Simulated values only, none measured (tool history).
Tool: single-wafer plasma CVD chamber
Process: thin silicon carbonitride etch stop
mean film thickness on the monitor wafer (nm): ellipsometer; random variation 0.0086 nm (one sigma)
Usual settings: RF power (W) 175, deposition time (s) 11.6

| run | hour | RF power (W) | deposition time (s) | read-back reference wafer on the same gauge, thickness_nm | mean film thickness on the monitor wafer (nm) |
|---|---|---|---|---|---|
| 1 | 0.0 | 185 | 12.1 | 5.304 | 5.950 |
| 2 | 10.0 | 175 | 11.6 | 5.299 | 5.647 |
| 3 | 17.7 | 175 | 11.6 | 5.301 | 5.620 |
| 4 | 25.2 | 175 | 11.6 | 5.299 | 5.638 |
| 5 | 38.4 | 175 | 11.6 | 5.299 | 5.622 |
| 6 | 47.1 | 175 | 11.6 | 5.303 | 5.636 |
|  | 54.9 | gauge calibrated |
| 7 | 63.6 | 175 | 11.6 | 5.299 | 5.625 |
| 8 | 80.1 | 175 | 11.6 | 5.299 | 5.638 |
| 9 | 95.1 | 175 | 11.6 | 5.298 | 5.627 |
| 10 | 101.6 | 175 | 11.6 | 5.304 | 5.628 |
| 11 | 118.8 | 175 | 11.6 | 5.300 | 5.620 |
| 12 | 133.6 | 175 | 11.6 | 5.298 | 5.629 |
| 13 | 146.8 | 150 | 10.5 | 5.300 | 4.917 |
| 14 | 164.6 | 150 | 10.5 | 5.298 | 4.899 |
| 15 | 179.7 | 150 | 10.5 | 5.296 | 4.902 |
|  | 188.1 | RF generator calibrated |
| 16 | 188.5 | 175 | 11.6 | 5.297 | 5.745 |
| 17 | 194.5 | 175 | 11.6 | 5.297 | 5.741 |
| 18 | 203.6 | 160 | 10.9 | 5.301 | 5.292 |
| 19 | 211.4 | 175 | 11.6 | 5.299 | 5.740 |
| 20 | 219.9 | 175 | 11.6 | 5.302 | 5.731 |
|  | 238.7 | showerhead replaced |
| 21 | 239.2 | 175 | 13.5 | 5.303 | 6.669 |
| 22 | 251.5 | 160 | 9.3 | 5.303 | 4.506 |
|  | 261.7 | thermocouple changed; heater temperature recalibrated |
| 23 | 265.2 | 175 | 11.6 | 5.301 | 5.746 |
| 24 | 273.9 | 165 | 9.3 | 5.299 | 4.539 |
|  | 278.2 | gauge calibrated |
| 25 | 283.6 | 175 | 11.6 | 5.299 | 5.713 |
| 26 | 305.6 | 160 | 13.6 | 5.298 | 6.584 |
| 27 | 318.2 | 185 | 9.4 | 5.302 | 4.703 |
| 28 | 331.1 | 150 | 10.5 | 5.302 | 5.004 |
| 29 | 346.9 | 210 | 11.6 | 5.297 | 5.984 |
| 30 | 358.2 | 140 | 13.3 | 5.299 | 6.236 |
| 31 | 376.5 | 155 | 11.6 | 5.298 | 5.556 |
| 32 | 387.1 | 185 | 12.6 | 5.302 | 6.287 |
| 33 | 398.5 | 150 | 10.9 | 5.299 | 5.197 |
| 34 | 407.7 | 140 | 13.0 | 5.300 | 6.110 |
| 35 | 425.6 | 175 | 11.6 | 5.302 | 5.727 |

Some steps in mean film thickness on the monitor wafer (nm) between neighbouring runs. How much of each would the tool show without its hidden state too (settings, what came in, random variation), and how much is left for the hidden state, with any gauge scatter that isn't in both results?
The hidden state here: wafer temperature above the value expected at the setpoint (K); delivered RF power above the setpoint (%); gauge reads high (%).
Run 1 -> 2: RF power (W) 185 -> 175, deposition time (s) 12.1 -> 11.6. mean film thickness on the monitor wafer (nm) -0.303: hidden state +0.005, all else -0.308.
Run 12 -> 13: RF power (W) 175 -> 150, deposition time (s) 11.6 -> 10.5. mean film thickness on the monitor wafer (nm) -0.712: hidden state +0.014, all else -0.726.
Run 15 -> 16: RF power (W) 150 -> 175, deposition time (s) 10.5 -> 11.6, RF generator calibrated. mean film thickness on the monitor wafer (nm) +0.843: hidden state +0.102, all else +0.741.
Run 21 -> 22: RF power (W) 175 -> 160, deposition time (s) 13.5 -> 9.3. mean film thickness on the monitor wafer (nm) -2.163: hidden state +0.003, all else -2.166.
Run 22 -> 23: RF power (W) 160 -> 175, deposition time (s) 9.3 -> 11.6, thermocouple changed; heater temperature recalibrated. mean film thickness on the monitor wafer (nm) +1.240: hidden state -0.003, all else +1.243.
Run 26 -> 27: RF power (W) 160 -> 185, deposition time (s) 13.6 -> 9.4. mean film thickness on the monitor wafer (nm) -1.881: hidden state +0.004, all else -1.885.

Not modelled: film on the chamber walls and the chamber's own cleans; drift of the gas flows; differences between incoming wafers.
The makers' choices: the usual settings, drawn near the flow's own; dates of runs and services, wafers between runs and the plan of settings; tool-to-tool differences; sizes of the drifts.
